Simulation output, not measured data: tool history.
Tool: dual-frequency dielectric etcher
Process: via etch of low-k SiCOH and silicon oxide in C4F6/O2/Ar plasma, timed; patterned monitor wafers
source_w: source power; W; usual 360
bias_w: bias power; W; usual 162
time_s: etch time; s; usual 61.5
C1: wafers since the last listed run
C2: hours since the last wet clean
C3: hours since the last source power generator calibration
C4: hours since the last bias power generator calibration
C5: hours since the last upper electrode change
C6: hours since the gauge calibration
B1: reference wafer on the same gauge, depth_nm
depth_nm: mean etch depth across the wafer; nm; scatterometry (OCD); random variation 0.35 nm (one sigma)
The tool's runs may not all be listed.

{"run": 1, "day": 0.0, "source_w": 360, "bias_w": 162, "time_s": 61.5, "C1": 0, "C2": 207.8, "C3": 2343.9, "C4": 2634.4, "C5": 3289, "C6": 183.9, "B1": 133, "depth_nm": 144.5}
{"run": 2, "day": 0.288, "source_w": 360, "bias_w": 162, "time_s": 61.5, "C1": 112, "C2": 214.7, "C3": 2350.8, "C4": 2641.3, "C5": 3295.9, "C6": 190.8, "B1": 133, "depth_nm": 144.2}
{"run": 3, "day": 0.879, "source_w": 360, "bias_w": 162, "time_s": 61.5, "C1": 232, "C2": 228.9, "C3": 2365, "C4": 2655.5, "C5": 3310.1, "C6": 205, "B1": 133.1, "depth_nm": 143.9}
{"run": 4, "day": 1.183, "source_w": 360, "bias_w": 162, "time_s": 61.5, "C1": 119, "C2": 236.2, "C3": 2372.3, "C4": 2662.8, "C5": 3317.4, "C6": 212.3, "B1": 133, "depth_nm": 144}
{"run": 5, "day": 1.717, "source_w": 290, "bias_w": 162, "time_s": 61.5, "C1": 209, "C2": 249, "C3": 2385.1, "C4": 2675.6, "C5": 3330.2, "C6": 225.1, "B1": 133, "depth_nm": 126.3}
{"run": 6, "day": 3.433, "source_w": 360, "bias_w": 162, "time_s": 61.5, "C1": 673, "C2": 290.2, "C3": 2426.3, "C4": 2716.8, "C5": 3371.4, "C6": 266.3, "B1": 132.9, "depth_nm": 143.7}
{"day": 5.233, "done": "bias power generator calibrated"}
{"run": 7, "day": 5.471, "source_w": 360, "bias_w": 162, "time_s": 61.5, "C1": 734, "C2": 339.1, "C3": 2475.2, "C4": 5.7, "C5": 3420.3, "C6": 315.2, "B1": 133.1, "depth_nm": 143}
{"run": 8, "day": 6.15, "source_w": 360, "bias_w": 162, "time_s": 61.5, "C1": 266, "C2": 355.4, "C3": 2491.5, "C4": 22, "C5": 3436.6, "C6": 331.5, "B1": 133.1, "depth_nm": 143.8}
{"run": 9, "day": 6.75, "source_w": 390, "bias_w": 162, "time_s": 61.5, "C1": 235, "C2": 369.8, "C3": 2505.9, "C4": 36.4, "C5": 3451, "C6": 345.9, "B1": 132.9, "depth_nm": 150.4}
{"run": 10, "day": 7.146, "source_w": 360, "bias_w": 181, "time_s": 47, "C1": 155, "C2": 379.3, "C3": 2515.4, "C4": 45.9, "C5": 3460.5, "C6": 355.4, "B1": 132.9, "depth_nm": 114.6}
{"run": 11, "day": 7.817, "source_w": 360, "bias_w": 181, "time_s": 47, "C1": 263, "C2": 395.4, "C3": 2531.5, "C4": 62, "C5": 3476.6, "C6": 371.5, "B1": 133, "depth_nm": 115.4}
{"day": 9.329, "done": "wet clean of the chamber"}
{"run": 12, "day": 9.35, "source_w": 410, "bias_w": 162, "time_s": 61.5, "C1": 209, "C2": 0.5, "C3": 2568.3, "C4": 98.8, "C5": 3513.4, "C6": 408.3, "B1": 133.1, "depth_nm": 156.2}
{"run": 13, "day": 9.362, "source_w": 360, "bias_w": 162, "time_s": 61.5, "C1": 4, "C2": 0.8, "C3": 2568.6, "C4": 99.1, "C5": 3513.7, "C6": 408.6, "B1": 132.9, "depth_nm": 145.8}
{"run": 14, "day": 9.379, "source_w": 360, "bias_w": 162, "time_s": 61.5, "C1": 6, "C2": 1.2, "C3": 2569, "C4": 99.5, "C5": 3514.1, "C6": 409, "B1": 132.9, "depth_nm": 145.2}
{"run": 15, "day": 9.842, "source_w": 360, "bias_w": 162, "time_s": 61.5, "C1": 181, "C2": 12.3, "C3": 2580.1, "C4": 110.6, "C5": 3525.2, "C6": 420.1, "B1": 133, "depth_nm": 145.2}
{"run": 16, "day": 10.462, "source_w": 410, "bias_w": 123, "time_s": 70.5, "C1": 243, "C2": 27.2, "C3": 2595, "C4": 125.5, "C5": 3540.1, "C6": 435, "B1": 133, "depth_nm": 160.3}
{"run": 17, "day": 11.104, "source_w": 360, "bias_w": 162, "time_s": 61.5, "C1": 251, "C2": 42.6, "C3": 2610.4, "C4": 140.9, "C5": 3555.5, "C6": 450.4, "B1": 133, "depth_nm": 144.4}
{"day": 11.558, "done": "source power generator calibrated"}
{"run": 18, "day": 11.783, "source_w": 320, "bias_w": 162, "time_s": 61.5, "C1": 201, "C2": 58.9, "C3": 5.4, "C4": 157.2, "C5": 3571.8, "C6": 466.7, "B1": 132.9, "depth_nm": 135.8}
{"day": 12.946, "done": "upper electrode replaced"}
{"run": 19, "day": 12.967, "source_w": 360, "bias_w": 162, "time_s": 61.5, "C1": 71, "C2": 87.3, "C3": 33.8, "C4": 185.6, "C5": 0.5, "C6": 495.1, "B1": 133, "depth_nm": 144.9}
{"run": 20, "day": 12.979, "source_w": 290, "bias_w": 138, "time_s": 78, "C1": 4, "C2": 87.6, "C3": 34.1, "C4": 185.9, "C5": 0.8, "C6": 495.4, "B1": 133.1, "depth_nm": 150.5}
{"day": 13.204, "done": "gauge calibrated"}
{"run": 21, "day": 13.942, "source_w": 360, "bias_w": 162, "time_s": 61.5, "C1": 377, "C2": 110.7, "C3": 57.2, "C4": 209, "C5": 23.9, "C6": 17.7, "B1": 133, "depth_nm": 144.9}
{"run": 22, "day": 14.5, "source_w": 360, "bias_w": 162, "time_s": 61.5, "C1": 219, "C2": 124.1, "C3": 70.6, "C4": 222.4, "C5": 37.3, "C6": 31.1, "B1": 133, "depth_nm": 145}
{"run": 23, "day": 14.9, "source_w": 360, "bias_w": 152, "time_s": 56, "C1": 156, "C2": 133.7, "C3": 80.2, "C4": 232, "C5": 46.9, "C6": 40.7, "B1": 133.1, "depth_nm": 128.5}
{"run": 24, "day": 15.921, "source_w": 360, "bias_w": 131, "time_s": 79, "C1": 400, "C2": 158.2, "C3": 104.7, "C4": 256.5, "C5": 71.4, "C6": 65.2, "B1": 133, "depth_nm": 170.6}
{"run": 25, "day": 16.533, "source_w": 360, "bias_w": 172, "time_s": 53, "C1": 240, "C2": 172.9, "C3": 119.4, "C4": 271.2, "C5": 86.1, "C6": 79.9, "B1": 133, "depth_nm": 127.4}
{"run": 26, "day": 16.917, "source_w": 360, "bias_w": 162, "time_s": 61.5, "C1": 150, "C2": 182.1, "C3": 128.6, "C4": 280.4, "C5": 95.3, "C6": 89.1, "B1": 133, "depth_nm": 144.4}
{"run": 27, "day": 17.579, "source_w": 410, "bias_w": 130, "time_s": 67.5, "C1": 260, "C2": 198, "C3": 144.5, "C4": 296.3, "C5": 111.2, "C6": 105, "B1": 132.9, "depth_nm": 156.3}
{"run": 28, "day": 18.117, "source_w": 420, "bias_w": 162, "time_s": 61.5, "C1": 210, "C2": 210.9, "C3": 157.4, "C4": 309.2, "C5": 124.1, "C6": 117.9, "B1": 133, "depth_nm": 157.1}
{"run": 29, "day": 18.85, "source_w": 340, "bias_w": 126, "time_s": 79.5, "C1": 287, "C2": 228.5, "C3": 175, "C4": 326.8, "C5": 141.7, "C6": 135.5, "B1": 133, "depth_nm": 162.9}
{"run": 30, "day": 19.304, "source_w": 340, "bias_w": 187, "time_s": 68.5, "C1": 178, "C2": 239.4, "C3": 185.9, "C4": 337.7, "C5": 152.6, "C6": 146.4, "B1": 132.9, "depth_nm": 164.8}
{"run": 31, "day": 19.879, "source_w": 360, "bias_w": 162, "time_s": 61.5, "C1": 225, "C2": 253.2, "C3": 199.7, "C4": 351.5, "C5": 166.4, "C6": 160.2, "B1": 133.1, "depth_nm": 144.2}

The tool's hidden state at each run:
source power that arrives over what is set, %: 0 in every run
bias power that arrives over what is set, %: 0 in every run
gauge reads high (%): 0 in every run
H1: etch rate over this chamber's usual, %
run=1 H1=-0.601
run=2 H1=-0.618
run=3 H1=-0.654
run=4 H1=-0.673
run=5 H1=-0.705
run=6 H1=-0.81
run=7 H1=-0.935
run=8 H1=-0.976
run=9 H1=-1.01
run=10 H1=-1.04
run=11 H1=-1.08
run=12 H1=-0.0667
run=13 H1=-0.0675
run=14 H1=-0.0685
run=15 H1=-0.0967
run=16 H1=-0.135
run=17 H1=-0.174
run=18 H1=-0.215
run=19 H1=-0.288
run=20 H1=-0.289
run=21 H1=-0.347
run=22 H1=-0.381
run=23 H1=-0.406
run=24 H1=-0.468
run=25 H1=-0.506
run=26 H1=-0.529
run=27 H1=-0.57
run=28 H1=-0.603
run=29 H1=-0.647
run=30 H1=-0.675
run=31 H1=-0.71
